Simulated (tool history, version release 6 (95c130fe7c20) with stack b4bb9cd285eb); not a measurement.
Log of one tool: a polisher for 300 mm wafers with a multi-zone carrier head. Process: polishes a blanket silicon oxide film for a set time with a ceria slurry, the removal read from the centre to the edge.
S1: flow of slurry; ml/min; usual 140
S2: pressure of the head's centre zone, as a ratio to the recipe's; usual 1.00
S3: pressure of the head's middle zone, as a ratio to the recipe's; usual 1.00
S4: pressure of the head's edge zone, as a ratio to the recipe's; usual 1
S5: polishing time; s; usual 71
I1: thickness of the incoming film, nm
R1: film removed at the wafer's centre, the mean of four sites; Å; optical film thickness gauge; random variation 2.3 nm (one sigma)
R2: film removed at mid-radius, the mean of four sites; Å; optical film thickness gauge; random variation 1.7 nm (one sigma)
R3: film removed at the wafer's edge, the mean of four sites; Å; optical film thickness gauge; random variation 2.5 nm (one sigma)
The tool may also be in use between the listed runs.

Run 1, hour 0.0: usual settings; I1 1709.2. Result: R1 1873 Å, R2 1889 Å, R3 1825 Å.
Run 2, hour 19.6: usual settings; I1 1654.0. Result: R1 1873 Å, R2 1895 Å, R3 1805 Å.
Run 3, hour 37.4: usual settings; I1 1686.0. Result: R1 1827 Å, R2 1807 Å, R3 1760 Å.
Run 4, hour 63.1: usual settings; I1 1662.5. Result: R1 1800 Å, R2 1783 Å, R3 1700 Å.
At hour 82.2: worn pad replaced by a new one.
Run 5, hour 82.7: usual settings but S5 81 s; I1 1668.5. Result: R1 2182 Å, R2 2192 Å, R3 2116 Å.
Run 6, hour 107.4: usual settings but S5 81 s; I1 1663.6. Result: R1 2129 Å, R2 2187 Å, R3 2054 Å.
Run 7, hour 123.8: usual settings but S5 81 s; I1 1643.5. Result: R1 2077 Å, R2 2145 Å, R3 2024 Å.
At hour 148.4: carrier head's membrane replaced by a new one.
At hour 148.8: centre zone pressure recalibrated.
Run 8, hour 156.2: usual settings; I1 1671.7. Result: R1 1742 Å, R2 1803 Å, R3 1730 Å.
Run 9, hour 176.9: usual settings but S5 81 s; I1 1674.2. Result: R1 1992 Å, R2 1986 Å, R3 1906 Å.
At hour 185.6: worn pad replaced by a new one.
Run 10, hour 193.4: usual settings but S1 120 ml/min, S2 1.04; I1 1699.8. Result: R1 1908 Å, R2 1836 Å, R3 1811 Å.
Run 11, hour 223.5: usual settings but S1 95 ml/min; I1 1703.5. Result: R1 1737 Å, R2 1773 Å, R3 1775 Å.
At hour 235.9: edge zone pressure recalibrated.
At hour 272.6: worn pad replaced by a new one.
At hour 293.7: slurry nozzle cleaned.
Run 12, hour 318.8: usual settings but S5 57 s; I1 1670.2. Result: R1 1477 Å, R2 1484 Å, R3 1477 Å.
Run 13, hour 353.0: usual settings; I1 1705.7. Result: R1 1808 Å, R2 1777 Å, R3 1706 Å.
At hour 358.0: worn pad replaced by a new one.
Run 14, hour 373.3: usual settings but S1 165 ml/min, S5 51 s; I1 1663.3. Result: R1 1399 Å, R2 1427 Å, R3 1367 Å.
Run 15, hour 399.5: usual settings; I1 1689.0. Result: R1 1901 Å, R2 1902 Å, R3 1815 Å.
Run 16, hour 434.6: usual settings but S2 0.97; I1 1684.0. Result: R1 1742 Å, R2 1816 Å, R3 1699 Å.
At hour 449.2: worn pad replaced by a new one.
Run 17, hour 454.2: usual settings but S1 100 ml/min; I1 1686.4. Result: R1 1791 Å, R2 1789 Å, R3 1791 Å.

5 ways to go on from here, each from the tool as it stands after run 17. What would each give?
Run A, hour 454.7: usual settings but S1 165 ml/min; I1 1686.9. Result: R1 ?, R2 ?, R3 ?.
Run B, hour 454.7: usual settings but S1 95 ml/min, S2 1.08, S5 81 s; I1 1686.9. Result: R1 ?, R2 ?, R3 ?.
Run C, hour 454.7: usual settings but S3 1.03; I1 1686.9. Result: R1 ?, R2 ?, R3 ?.
Run D, hour 454.7: usual settings but S2 0.88; I1 1686.9. Result: R1 ?, R2 ?, R3 ?.
Run E, hour 454.7: usual settings but S2 0.96, S3 1.12; I1 1686.9. Result: R1 ?, R2 ?, R3 ?.

run    R1    R2    R3
  A  1956  1949  1848
  B  2164  2021  1972
  C  1901  1943  1814
  D  1671  1902  1814
  E  1826  2070  1812
Without the tool's hidden state the same runs would have given:
run    R1    R2    R3
  A  1973  1966  1864
  B  2183  2038  1988
  C  1917  1959  1829
  D  1685  1918  1830
  E  1841  2088  1827
